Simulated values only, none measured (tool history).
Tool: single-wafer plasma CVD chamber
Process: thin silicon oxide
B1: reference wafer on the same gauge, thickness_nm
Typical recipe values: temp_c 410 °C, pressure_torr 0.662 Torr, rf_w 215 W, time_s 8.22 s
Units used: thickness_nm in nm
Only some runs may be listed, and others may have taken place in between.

{"run": 1, "day": 0.0, "temp_c": 401, "pressure_torr": 0.662, "rf_w": 215, "time_s": 7.44, "B1": 12.41, "thickness_nm": 10.02}
{"run": 2, "day": 0.408, "temp_c": 410, "pressure_torr": 0.662, "rf_w": 215, "time_s": 8.22, "B1": 12.398, "thickness_nm": 11.008}
{"day": 1.167, "done": "thermocouple changed; heater temperature recalibrated"}
{"run": 3, "day": 1.188, "temp_c": 410, "pressure_torr": 0.662, "rf_w": 215, "time_s": 8.22, "B1": 12.391, "thickness_nm": 10.928}
{"run": 4, "day": 1.488, "temp_c": 410, "pressure_torr": 0.662, "rf_w": 215, "time_s": 8.22, "B1": 12.41, "thickness_nm": 11.013}
{"run": 5, "day": 1.792, "temp_c": 420, "pressure_torr": 0.662, "rf_w": 190, "time_s": 8.22, "B1": 12.384, "thickness_nm": 10.007}
{"run": 6, "day": 2.325, "temp_c": 420, "pressure_torr": 0.662, "rf_w": 190, "time_s": 8.22, "B1": 12.397, "thickness_nm": 10.043}
{"run": 7, "day": 3.075, "temp_c": 420, "pressure_torr": 0.662, "rf_w": 190, "time_s": 8.22, "B1": 12.397, "thickness_nm": 9.983}
{"day": 3.525, "done": "RF generator calibrated"}
{"run": 8, "day": 3.667, "temp_c": 410, "pressure_torr": 0.731, "rf_w": 215, "time_s": 8.22, "B1": 12.412, "thickness_nm": 12.33}
{"run": 9, "day": 4.217, "temp_c": 410, "pressure_torr": 0.731, "rf_w": 215, "time_s": 8.22, "B1": 12.418, "thickness_nm": 12.342}
{"run": 10, "day": 4.579, "temp_c": 416, "pressure_torr": 0.662, "rf_w": 245, "time_s": 8.22, "B1": 12.384, "thickness_nm": 12.37}
{"day": 4.708, "done": "gauge calibrated"}
{"day": 5.538, "done": "capacitance manometer re-zeroed and calibrated"}
{"run": 11, "day": 5.558, "temp_c": 414, "pressure_torr": 0.566, "rf_w": 170, "time_s": 6.61, "B1": 12.382, "thickness_nm": 6.75}
{"run": 12, "day": 5.871, "temp_c": 410, "pressure_torr": 0.662, "rf_w": 215, "time_s": 8.22, "B1": 12.402, "thickness_nm": 11.118}
{"run": 13, "day": 6.521, "temp_c": 416, "pressure_torr": 0.662, "rf_w": 215, "time_s": 9.74, "B1": 12.393, "thickness_nm": 13.051}
{"day": 7.071, "done": "showerhead replaced"}
{"run": 14, "day": 7.092, "temp_c": 410, "pressure_torr": 0.662, "rf_w": 215, "time_s": 9.12, "B1": 12.406, "thickness_nm": 12.259}
{"run": 15, "day": 7.712, "temp_c": 421, "pressure_torr": 0.662, "rf_w": 215, "time_s": 8.22, "B1": 12.403, "thickness_nm": 11.016}
{"run": 16, "day": 7.975, "temp_c": 410, "pressure_torr": 0.519, "rf_w": 215, "time_s": 8.22, "B1": 12.408, "thickness_nm": 9.386}
{"run": 17, "day": 8.579, "temp_c": 420, "pressure_torr": 0.662, "rf_w": 215, "time_s": 8.22, "B1": 12.4, "thickness_nm": 10.988}
{"run": 18, "day": 8.925, "temp_c": 405, "pressure_torr": 0.662, "rf_w": 215, "time_s": 8.22, "B1": 12.393, "thickness_nm": 11.139}
{"run": 19, "day": 9.646, "temp_c": 403, "pressure_torr": 0.662, "rf_w": 245, "time_s": 8.93, "B1": 12.396, "thickness_nm": 13.044}
{"run": 20, "day": 10.2, "temp_c": 410, "pressure_torr": 0.507, "rf_w": 215, "time_s": 9.29, "B1": 12.402, "thickness_nm": 10.356}
{"run": 21, "day": 10.796, "temp_c": 410, "pressure_torr": 0.662, "rf_w": 215, "time_s": 8.22, "B1": 12.409, "thickness_nm": 11.087}
{"run": 22, "day": 11.1, "temp_c": 410, "pressure_torr": 0.662, "rf_w": 215, "time_s": 9.85, "B1": 12.407, "thickness_nm": 13.159}
{"run": 23, "day": 11.688, "temp_c": 410, "pressure_torr": 0.731, "rf_w": 215, "time_s": 8.22, "B1": 12.394, "thickness_nm": 11.854}
{"run": 24, "day": 12.392, "temp_c": 410, "pressure_torr": 0.662, "rf_w": 255, "time_s": 8.22, "B1": 12.405, "thickness_nm": 12.273}
{"run": 25, "day": 13.104, "temp_c": 410, "pressure_torr": 0.516, "rf_w": 215, "time_s": 8.22, "B1": 12.399, "thickness_nm": 9.348}
{"run": 26, "day": 13.412, "temp_c": 410, "pressure_torr": 0.662, "rf_w": 215, "time_s": 8.22, "B1": 12.412, "thickness_nm": 11.025}
{"run": 27, "day": 14.833, "temp_c": 410, "pressure_torr": 0.706, "rf_w": 215, "time_s": 8.22, "B1": 12.407, "thickness_nm": 11.531}
{"run": 28, "day": 15.512, "temp_c": 399, "pressure_torr": 0.662, "rf_w": 225, "time_s": 8.22, "B1": 12.401, "thickness_nm": 11.475}
{"run": 29, "day": 16.029, "temp_c": 395, "pressure_torr": 0.766, "rf_w": 215, "time_s": 8.22, "B1": 12.389, "thickness_nm": 12.387}
{"run": 30, "day": 16.442, "temp_c": 410, "pressure_torr": 0.662, "rf_w": 215, "time_s": 8.22, "B1": 12.4, "thickness_nm": 10.97}

Predict each of these 3 candidate next runs independently; none follows another, all start after run 30:
{"run": "A", "day": 16.458, "temp_c": 410, "pressure_torr": 0.662, "rf_w": 215, "time_s": 8.22, "B1": "?", "thickness_nm": "?"}
{"run": "B", "day": 16.458, "temp_c": 410, "pressure_torr": 0.662, "rf_w": 215, "time_s": 8.75, "B1": "?", "thickness_nm": "?"}
{"run": "C", "day": 16.458, "temp_c": 396, "pressure_torr": 0.546, "rf_w": 195, "time_s": 9.02, "B1": "?", "thickness_nm": "?"}

run=A B1=12.397 thickness_nm=11.023
run=B B1=12.397 thickness_nm=11.732
run=C B1=12.397 thickness_nm=10.014
Without the tool's hidden state the same runs would have given:
run=A thickness_nm=11.276
run=B thickness_nm=12.001
run=C thickness_nm=10.25
